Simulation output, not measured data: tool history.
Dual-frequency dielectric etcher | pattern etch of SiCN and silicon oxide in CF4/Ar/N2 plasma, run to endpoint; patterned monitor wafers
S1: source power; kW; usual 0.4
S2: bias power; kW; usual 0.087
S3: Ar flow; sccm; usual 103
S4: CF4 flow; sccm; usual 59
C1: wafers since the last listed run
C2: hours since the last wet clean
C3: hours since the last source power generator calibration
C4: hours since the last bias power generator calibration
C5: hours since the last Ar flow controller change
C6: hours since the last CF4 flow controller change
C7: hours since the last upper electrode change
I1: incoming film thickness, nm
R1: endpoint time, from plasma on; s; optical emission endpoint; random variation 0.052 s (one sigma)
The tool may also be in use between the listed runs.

{"run": 1, "hour": 0.0, "S1": 0.4, "S2": 0.087, "S3": 103, "S4": 59, "C1": 0, "C2": 128, "C3": 5084.6, "C4": 3970.7, "C5": 103.9, "C6": 60.7, "C7": 28, "I1": 14.41, "R1": 16.3}
{"run": 2, "hour": 18.6, "S1": 0.4, "S2": 0.102, "S3": 123, "S4": 59, "C1": 325, "C2": 146.6, "C3": 5103.2, "C4": 3989.3, "C5": 122.5, "C6": 79.3, "C7": 46.6, "I1": 14.4, "R1": 15.7}
{"run": 3, "hour": 53.9, "S1": 0.4, "S2": 0.102, "S3": 123, "S4": 59, "C1": 618, "C2": 181.9, "C3": 5138.5, "C4": 4024.6, "C5": 157.8, "C6": 114.6, "C7": 81.9, "I1": 14.55, "R1": 15.9}
{"run": 4, "hour": 70.3, "S1": 0.4, "S2": 0.073, "S3": 103, "S4": 59, "C1": 287, "C2": 198.3, "C3": 5154.9, "C4": 4041, "C5": 174.2, "C6": 131, "C7": 98.3, "I1": 14.33, "R1": 17.3}
{"run": 5, "hour": 87.8, "S1": 0.4, "S2": 0.069, "S3": 103, "S4": 50, "C1": 306, "C2": 215.8, "C3": 5172.4, "C4": 4058.5, "C5": 191.7, "C6": 148.5, "C7": 115.8, "I1": 14.51, "R1": 18.3}
{"run": 6, "hour": 100.2, "S1": 0.4, "S2": 0.107, "S3": 103, "S4": 49, "C1": 217, "C2": 228.2, "C3": 5184.8, "C4": 4070.9, "C5": 204.1, "C6": 160.9, "C7": 128.2, "I1": 14.34, "R1": 15}
{"run": 7, "hour": 133.3, "S1": 0.4, "S2": 0.093, "S3": 96, "S4": 49, "C1": 580, "C2": 261.3, "C3": 5217.9, "C4": 4104, "C5": 237.2, "C6": 194, "C7": 161.3, "I1": 14.45, "R1": 15.8}
{"run": 8, "hour": 160.1, "S1": 0.4, "S2": 0.087, "S3": 103, "S4": 59, "C1": 469, "C2": 288.1, "C3": 5244.7, "C4": 4130.8, "C5": 264, "C6": 220.8, "C7": 188.1, "I1": 14.52, "R1": 16.4}
{"hour": 172.5, "done": "source power generator calibrated"}
{"run": 9, "hour": 182.4, "S1": 0.4, "S2": 0.087, "S3": 82, "S4": 59, "C1": 320, "C2": 310.4, "C3": 9.9, "C4": 4153.1, "C5": 286.3, "C6": 243.1, "C7": 210.4, "I1": 14.42, "R1": 16.2}
{"hour": 191.8, "done": "bias power generator calibrated"}
{"run": 10, "hour": 196.5, "S1": 0.4, "S2": 0.087, "S3": 103, "S4": 59, "C1": 177, "C2": 324.5, "C3": 24, "C4": 4.7, "C5": 300.4, "C6": 257.2, "C7": 224.5, "I1": 14.35, "R1": 17.1}
{"run": 11, "hour": 218.9, "S1": 0.49, "S2": 0.098, "S3": 89, "S4": 55, "C1": 392, "C2": 346.9, "C3": 46.4, "C4": 27.1, "C5": 322.8, "C6": 279.6, "C7": 246.9, "I1": 14.21, "R1": 12.7}
{"run": 12, "hour": 234.6, "S1": 0.43, "S2": 0.087, "S3": 84, "S4": 47, "C1": 275, "C2": 362.6, "C3": 62.1, "C4": 42.8, "C5": 338.5, "C6": 295.3, "C7": 262.6, "I1": 14.3, "R1": 15.2}
{"run": 13, "hour": 252.7, "S1": 0.4, "S2": 0.087, "S3": 103, "S4": 59, "C1": 317, "C2": 380.7, "C3": 80.2, "C4": 60.9, "C5": 356.6, "C6": 313.4, "C7": 280.7, "I1": 14.52, "R1": 17.1}
{"run": 14, "hour": 285.6, "S1": 0.4, "S2": 0.087, "S3": 103, "S4": 59, "C1": 576, "C2": 413.6, "C3": 113.1, "C4": 93.8, "C5": 389.5, "C6": 346.3, "C7": 313.6, "I1": 14.38, "R1": 17}
{"run": 15, "hour": 297.8, "S1": 0.4, "S2": 0.097, "S3": 103, "S4": 59, "C1": 213, "C2": 425.8, "C3": 125.3, "C4": 106, "C5": 401.7, "C6": 358.5, "C7": 325.8, "I1": 14.37, "R1": 16.1}
{"run": 16, "hour": 314.2, "S1": 0.46, "S2": 0.104, "S3": 90, "S4": 54, "C1": 287, "C2": 442.2, "C3": 141.7, "C4": 122.4, "C5": 418.1, "C6": 374.9, "C7": 342.2, "I1": 14.35, "R1": 13.3}
{"run": 17, "hour": 331.0, "S1": 0.34, "S2": 0.101, "S3": 103, "S4": 59, "C1": 294, "C2": 459, "C3": 158.5, "C4": 139.2, "C5": 434.9, "C6": 391.7, "C7": 359, "I1": 14.56, "R1": 19.2}
{"hour": 356.9, "done": "wet clean of the chamber"}
{"run": 18, "hour": 364.3, "S1": 0.36, "S2": 0.087, "S3": 85, "S4": 59, "C1": 162, "C2": 7.4, "C3": 191.8, "C4": 172.5, "C5": 468.2, "C6": 425, "C7": 392.3, "I1": 14.4, "R1": 18.5}
{"run": 19, "hour": 398.8, "S1": 0.4, "S2": 0.087, "S3": 103, "S4": 59, "C1": 604, "C2": 41.9, "C3": 226.3, "C4": 207, "C5": 502.7, "C6": 459.5, "C7": 426.8, "I1": 14.32, "R1": 17}
{"run": 20, "hour": 431.5, "S1": 0.34, "S2": 0.07, "S3": 103, "S4": 70, "C1": 573, "C2": 74.6, "C3": 259, "C4": 239.7, "C5": 535.4, "C6": 492.2, "C7": 459.5, "I1": 14.22, "R1": 21.8}
{"run": 21, "hour": 449.7, "S1": 0.32, "S2": 0.072, "S3": 87, "S4": 59, "C1": 318, "C2": 92.8, "C3": 277.2, "C4": 257.9, "C5": 553.6, "C6": 510.4, "C7": 477.7, "I1": 14.51, "R1": 23}
{"run": 22, "hour": 464.1, "S1": 0.34, "S2": 0.087, "S3": 78, "S4": 59, "C1": 252, "C2": 107.2, "C3": 291.6, "C4": 272.3, "C5": 568, "C6": 524.8, "C7": 492.1, "I1": 14.36, "R1": 19.2}
{"run": 23, "hour": 486.8, "S1": 0.36, "S2": 0.087, "S3": 103, "S4": 59, "C1": 397, "C2": 129.9, "C3": 314.3, "C4": 295, "C5": 590.7, "C6": 547.5, "C7": 514.8, "I1": 14.56, "R1": 19.3}
{"run": 24, "hour": 512.3, "S1": 0.33, "S2": 0.07, "S3": 85, "S4": 64, "C1": 446, "C2": 155.4, "C3": 339.8, "C4": 320.5, "C5": 616.2, "C6": 573, "C7": 540.3, "I1": 14.44, "R1": 22}
{"run": 25, "hour": 535.4, "S1": 0.4, "S2": 0.094, "S3": 103, "S4": 59, "C1": 404, "C2": 178.5, "C3": 362.9, "C4": 343.6, "C5": 639.3, "C6": 596.1, "C7": 563.4, "I1": 14.39, "R1": 16.5}

3 ways to go on from here, each from the tool as it stands after run 25. What would each give?
{"run": "A", "hour": 535.8, "S1": 0.4, "S2": 0.106, "S3": 103, "S4": 59, "C1": 7, "C2": 178.9, "C3": 363.3, "C4": 344, "C5": 639.7, "C6": 596.5, "C7": 563.8, "I1": 14.33, "R1": "?"}
{"run": "B", "hour": 535.8, "S1": 0.4, "S2": 0.087, "S3": 122, "S4": 67, "C1": 7, "C2": 178.9, "C3": 363.3, "C4": 344, "C5": 639.7, "C6": 596.5, "C7": 563.8, "I1": 14.33, "R1": "?"}
{"run": "C", "hour": 535.8, "S1": 0.4, "S2": 0.098, "S3": 103, "S4": 65, "C1": 7, "C2": 178.9, "C3": 363.3, "C4": 344, "C5": 639.7, "C6": 596.5, "C7": 563.8, "I1": 14.33, "R1": "?"}

run=A R1=15.7
run=B R1=17.4
run=C R1=16.1
Without the tool's hidden state the same runs would have given:
run=A R1=16
run=B R1=17.7
run=C R1=16.4
